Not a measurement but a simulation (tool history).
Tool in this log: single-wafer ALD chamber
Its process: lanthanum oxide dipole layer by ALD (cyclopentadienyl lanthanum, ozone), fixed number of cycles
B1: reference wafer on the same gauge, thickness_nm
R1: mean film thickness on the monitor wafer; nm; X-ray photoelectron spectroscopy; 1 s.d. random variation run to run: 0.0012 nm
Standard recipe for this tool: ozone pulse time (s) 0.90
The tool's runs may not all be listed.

run 1 hour=0.0 | ozone_pulse_time_(s)=0.79 | B1=0.501 | R1=0.429
run 2 hour=10.8 | ozone_pulse_time_(s)=0.90 | B1=0.501 | R1=0.448
run 3 hour=28.4 | ozone_pulse_time_(s)=0.90 | B1=0.501 | R1=0.448
run 4 hour=41.8 | ozone_pulse_time_(s)=0.90 | B1=0.501 | R1=0.448
run 5 hour=57.7 | ozone_pulse_time_(s)=0.90 | B1=0.501 | R1=0.446
run 6 hour=67.3 | ozone_pulse_time_(s)=0.90 | B1=0.501 | R1=0.447
run 7 hour=85.0 | ozone_pulse_time_(s)=1.12 | B1=0.501 | R1=0.475
run 8 hour=95.9 | ozone_pulse_time_(s)=0.90 | B1=0.501 | R1=0.446
run 9 hour=103.1 | ozone_pulse_time_(s)=0.73 | B1=0.501 | R1=0.415
run 10 hour=116.6 | ozone_pulse_time_(s)=0.73 | B1=0.501 | R1=0.414
run 11 hour=126.4 | ozone_pulse_time_(s)=0.90 | B1=0.501 | R1=0.446
run 12 hour=140.8 | ozone_pulse_time_(s)=0.90 | B1=0.501 | R1=0.446
run 13 hour=150.8 | ozone_pulse_time_(s)=0.66 | B1=0.501 | R1=0.399
run 14 hour=160.6 | ozone_pulse_time_(s)=0.90 | B1=0.501 | R1=0.445
run 15 hour=176.2 | ozone_pulse_time_(s)=0.90 | B1=0.501 | R1=0.447
run 16 hour=188.9 | ozone_pulse_time_(s)=1.11 | B1=0.501 | R1=0.474
run 17 hour=197.5 | ozone_pulse_time_(s)=1.19 | B1=0.501 | R1=0.483
run 18 hour=206.7 | ozone_pulse_time_(s)=1.22 | B1=0.501 | R1=0.487
run 19 hour=216.5 | ozone_pulse_time_(s)=0.99 | B1=0.501 | R1=0.460
run 20 hour=231.3 | ozone_pulse_time_(s)=1.04 | B1=0.501 | R1=0.464
run 21 hour=240.9 | ozone_pulse_time_(s)=0.58 | B1=0.500 | R1=0.379
run 22 hour=259.5 | ozone_pulse_time_(s)=0.61 | B1=0.501 | R1=0.412
run 23 hour=272.0 | ozone_pulse_time_(s)=1.16 | B1=0.501 | R1=0.498
run 24 hour=285.2 | ozone_pulse_time_(s)=1.03 | B1=0.501 | R1=0.484
run 25 hour=294.4 | ozone_pulse_time_(s)=1.10 | B1=0.501 | R1=0.493
run 26 hour=306.8 | ozone_pulse_time_(s)=0.81 | B1=0.501 | R1=0.452
run 27 hour=321.8 | ozone_pulse_time_(s)=0.59 | B1=0.501 | R1=0.405
run 28 hour=338.3 | ozone_pulse_time_(s)=1.06 | B1=0.501 | R1=0.484
run 29 hour=352.3 | ozone_pulse_time_(s)=0.76 | B1=0.501 | R1=0.442
run 30 hour=379.0 | ozone_pulse_time_(s)=0.90 | B1=0.501 | R1=0.466
run 31 hour=391.4 | ozone_pulse_time_(s)=1.18 | B1=0.501 | R1=0.497
run 32 hour=403.4 | ozone_pulse_time_(s)=0.77 | B1=0.501 | R1=0.443
run 33 hour=419.0 | ozone_pulse_time_(s)=0.57 | B1=0.501 | R1=0.400
run 34 hour=429.2 | ozone_pulse_time_(s)=1.25 | B1=0.501 | R1=0.505

Taken out of this log: 4 entries between the listed runs. Where each belongs, and how the hidden state differs across it:
In the gap between runs 19 and 20: gauge calibrated (hour 228.6); showerhead replaced (hour 230.8)
  ozone dose above that of a generator just serviced (%): -14.8 -> -14.9
  difference, measured minus the result without the unlogged condition, R1: -0.021 -> -0.020 nm
In the gap between runs 21 and 22: thermocouple changed; heater temperature recalibrated (hour 250.8); ozone generator serviced (hour 259.0)
  ozone dose above that of a generator just serviced (%): -15 -> -0.316
  difference, measured minus the result without the unlogged condition, R1: -0.026 -> +0.000 nm
